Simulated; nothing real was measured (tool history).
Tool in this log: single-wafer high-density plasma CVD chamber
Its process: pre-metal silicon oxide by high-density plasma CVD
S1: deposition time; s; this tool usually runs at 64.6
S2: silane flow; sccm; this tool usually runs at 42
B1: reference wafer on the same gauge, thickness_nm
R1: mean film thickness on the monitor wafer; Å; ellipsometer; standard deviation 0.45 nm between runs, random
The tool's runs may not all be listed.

Run 1, hour 0: usual settings; B1 256.82. Result: R1 3077.38 Å.
Run 2, hour 24.4: usual settings but S1 71.2 s, S2 40 sccm; B1 257.064. Result: R1 3268.16 Å.
Run 3, hour 55.7: usual settings but S1 71.2 s, S2 40 sccm; B1 256.865. Result: R1 3270.72 Å.
Run 4, hour 75.9: usual settings but S1 55.8 s; B1 257.071. Result: R1 2661.7 Å.
Run 5, hour 106.4: usual settings; B1 257.08. Result: R1 3075.79 Å.
Run 6, hour 132.2: usual settings; B1 256.94. Result: R1 3074.8 Å.
Run 7, hour 158.7: usual settings; B1 256.923. Result: R1 3082.46 Å.
At hour 229.9: gauge calibrated.
Run 8, hour 238.5: usual settings; B1 256.969. Result: R1 3091.24 Å.
Run 9, hour 251.4: usual settings; B1 257.121. Result: R1 3087.18 Å.
Run 10, hour 279.7: usual settings; B1 256.947. Result: R1 3090.23 Å.
At hour 289.9: silane flow controller replaced.
Run 11, hour 303.1: usual settings; B1 257.063. Result: R1 3148.32 Å.
Run 12, hour 336.6: usual settings but S1 60.5 s, S2 48 sccm; B1 257.058. Result: R1 3263.99 Å.
Run 13, hour 366.3: usual settings but S1 68.4 s, S2 34 sccm; B1 256.816. Result: R1 2855.94 Å.
Run 14, hour 380: usual settings but S2 39 sccm; B1 257.048. Result: R1 2983.32 Å.
Run 15, hour 402.9: usual settings but S1 55.8 s; B1 256.925. Result: R1 2723.04 Å.
At hour 416.9: silane flow controller replaced, repeated, since the last time left the tool worse.
Run 16, hour 424.8: usual settings; B1 256.993. Result: R1 2980.02 Å.
Run 17, hour 454.3: usual settings but S2 35 sccm; B1 256.9. Result: R1 2601.78 Å.
Run 18, hour 476.7: usual settings but S1 54.6 s, S2 38 sccm; B1 257.074. Result: R1 2332.83 Å.
Run 19, hour 509.5: usual settings but S1 75.3 s, S2 39 sccm; B1 256.784. Result: R1 3284.2 Å.
Run 20, hour 535.2: usual settings but S1 55.8 s; B1 257.058. Result: R1 2576.75 Å.
Run 21, hour 565: usual settings but S1 52.8 s, S2 49 sccm; B1 257.018. Result: R1 2734.93 Å.
Run 22, hour 588.9: usual settings but S2 36 sccm; B1 257.087. Result: R1 2660.41 Å.
Run 23, hour 607.6: usual settings; B1 256.934. Result: R1 2988.23 Å.

Below are 5 alternative next runs, each starting from the tool's condition after run 23. Predict each:
Run A, hour 608: usual settings but S1 59.3 s; B1 ?. Result: R1 ?.
Run B, hour 608: usual settings but S1 77.4 s; B1 ?. Result: R1 ?.
Run C, hour 608: usual settings but S1 56.3 s, S2 50 sccm; B1 ?. Result: R1 ?.
Run D, hour 608: usual settings but S1 77.3 s; B1 ?. Result: R1 ?.
Run E, hour 608: usual settings but S1 52.4 s, S2 36 sccm; B1 ?. Result: R1 ?.

run       B1       R1
  A  257.221  2733.29
  B  257.221  3567.56
  C  257.221   2970.3
  D  257.221  3562.96
  E  257.221  2153.28
Without the tool's hidden state the same runs would have given:
run       R1
  A  2728.55
  B  3561.38
  C  2965.15
  D  3556.77
  E  2149.54

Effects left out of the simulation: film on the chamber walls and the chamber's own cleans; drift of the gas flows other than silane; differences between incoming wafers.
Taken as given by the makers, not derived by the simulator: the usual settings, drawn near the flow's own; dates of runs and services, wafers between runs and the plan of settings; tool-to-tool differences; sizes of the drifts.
